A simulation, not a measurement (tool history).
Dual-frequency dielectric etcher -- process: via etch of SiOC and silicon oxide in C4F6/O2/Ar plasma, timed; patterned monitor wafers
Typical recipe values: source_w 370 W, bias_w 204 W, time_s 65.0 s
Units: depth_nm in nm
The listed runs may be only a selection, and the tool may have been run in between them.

| run | hour | source_w | bias_w | time_s | wafers since the last listed run | hours since the last wet clean | hours since the last source power generator calibration | hours since the last bias power generator calibration | hours since the last upper electrode change | hours since the gauge calibration | read-back reference wafer on the same gauge, depth_nm | depth_nm |
|---|---|---|---|---|---|---|---|---|---|---|---|---|
| 1 | 0.0 | 370 | 204 | 65.0 | 0 | 93.2 | 2992.6 | 3364.7 | 4655.7 | 465.6 | 64.3 | 75.7 |
| 2 | 28.0 | 370 | 204 | 65.0 | 417 | 121.2 | 3020.6 | 3392.7 | 4683.7 | 493.6 | 64.2 | 74.8 |
| 3 | 46.8 | 370 | 204 | 65.0 | 280 | 140.0 | 3039.4 | 3411.5 | 4702.5 | 512.4 | 64.2 | 75.1 |
| 4 | 61.3 | 370 | 204 | 65.0 | 216 | 154.5 | 3053.9 | 3426.0 | 4717.0 | 526.9 | 64.2 | 75.6 |
| 5 | 102.6 | 370 | 204 | 65.0 | 615 | 195.8 | 3095.2 | 3467.3 | 4758.3 | 568.2 | 64.1 | 74.9 |
| 6 | 117.7 | 310 | 204 | 65.0 | 225 | 210.9 | 3110.3 | 3482.4 | 4773.4 | 583.3 | 64.2 | 70.5 |
| 7 | 134.6 | 310 | 204 | 65.0 | 251 | 227.8 | 3127.2 | 3499.3 | 4790.3 | 600.2 | 64.2 | 70.3 |
| 8 | 162.2 | 310 | 204 | 65.0 | 411 | 255.4 | 3154.8 | 3526.9 | 4817.9 | 627.8 | 64.2 | 70.2 |
| 9 | 188.5 | 430 | 204 | 65.0 | 391 | 281.7 | 3181.1 | 3553.2 | 4844.2 | 654.1 | 64.2 | 82.4 |
| 10 | 208.7 | 430 | 204 | 65.0 | 301 | 301.9 | 3201.3 | 3573.4 | 4864.4 | 674.3 | 64.1 | 82.3 |
|  | 252.5 | upper electrode replaced |
| 11 | 253.0 | 370 | 204 | 65.0 | 302 | 346.2 | 3245.6 | 3617.7 | 0.5 | 718.6 | 64.2 | 77.8 |
| 12 | 261.8 | 370 | 174 | 76.0 | 131 | 355.0 | 3254.4 | 3626.5 | 9.3 | 727.4 | 64.2 | 83.3 |
|  | 277.0 | source power generator calibrated |
|  | 312.0 | wet clean of the chamber |
| 13 | 312.5 | 420 | 175 | 71.5 | 338 | 0.5 | 35.5 | 3677.2 | 60.0 | 778.1 | 64.2 | 79.5 |
| 14 | 326.8 | 370 | 187 | 65.0 | 213 | 14.8 | 49.8 | 3691.5 | 74.3 | 792.4 | 64.2 | 70.6 |
| 15 | 362.3 | 370 | 204 | 65.0 | 529 | 50.3 | 85.3 | 3727.0 | 109.8 | 827.9 | 64.2 | 74.8 |
| 16 | 396.4 | 370 | 204 | 65.0 | 508 | 84.4 | 119.4 | 3761.1 | 143.9 | 862.0 | 64.3 | 75.3 |
| 17 | 428.5 | 370 | 204 | 65.0 | 478 | 116.5 | 151.5 | 3793.2 | 176.0 | 894.1 | 64.2 | 75.0 |
| 18 | 446.1 | 370 | 204 | 65.0 | 262 | 134.1 | 169.1 | 3810.8 | 193.6 | 911.7 | 64.2 | 75.0 |
| 19 | 465.2 | 330 | 204 | 65.0 | 284 | 153.2 | 188.2 | 3829.9 | 212.7 | 930.8 | 64.1 | 71.5 |
|  | 469.3 | gauge calibrated |
| 20 | 492.1 | 450 | 160 | 56.5 | 400 | 180.1 | 215.1 | 3856.8 | 239.6 | 22.8 | 64.1 | 63.5 |
| 21 | 505.1 | 370 | 204 | 65.0 | 193 | 193.1 | 228.1 | 3869.8 | 252.6 | 35.8 | 64.2 | 75.6 |
| 22 | 531.6 | 370 | 230 | 51.0 | 394 | 219.6 | 254.6 | 3896.3 | 279.1 | 62.3 | 64.2 | 62.9 |
|  | 536.4 | bias power generator calibrated |
| 23 | 565.1 | 440 | 226 | 65.0 | 439 | 253.1 | 288.1 | 28.7 | 312.6 | 95.8 | 64.3 | 86.3 |
| 24 | 596.0 | 370 | 204 | 65.0 | 460 | 284.0 | 319.0 | 59.6 | 343.5 | 126.7 | 64.1 | 76.5 |
| 25 | 611.6 | 440 | 225 | 55.0 | 232 | 299.6 | 334.6 | 75.2 | 359.1 | 142.3 | 64.2 | 74.3 |
| 26 | 642.8 | 420 | 239 | 78.5 | 464 | 330.8 | 365.8 | 106.4 | 390.3 | 173.5 | 64.1 | 105.2 |
|  | 699.7 | wet clean of the chamber |
| 27 | 700.2 | 400 | 187 | 82.5 | 497 | 0.5 | 423.2 | 163.8 | 447.7 | 230.9 | 64.3 | 93.7 |
| 28 | 731.1 | 300 | 160 | 77.0 | 460 | 31.4 | 454.1 | 194.7 | 478.6 | 261.8 | 64.2 | 70.9 |

For run 29, what comes out?
| 29 | 761.9 | 370 | 227 | 79.5 | 459 | 62.2 | 484.9 | 225.5 | 509.4 | 292.6 | ? | ? |

Run 29 produced read-back reference wafer on the same gauge, depth_nm 64.3, depth_nm 94.4 nm.
With no hidden state in the tool, this same run would have given depth_nm 93.8 nm.
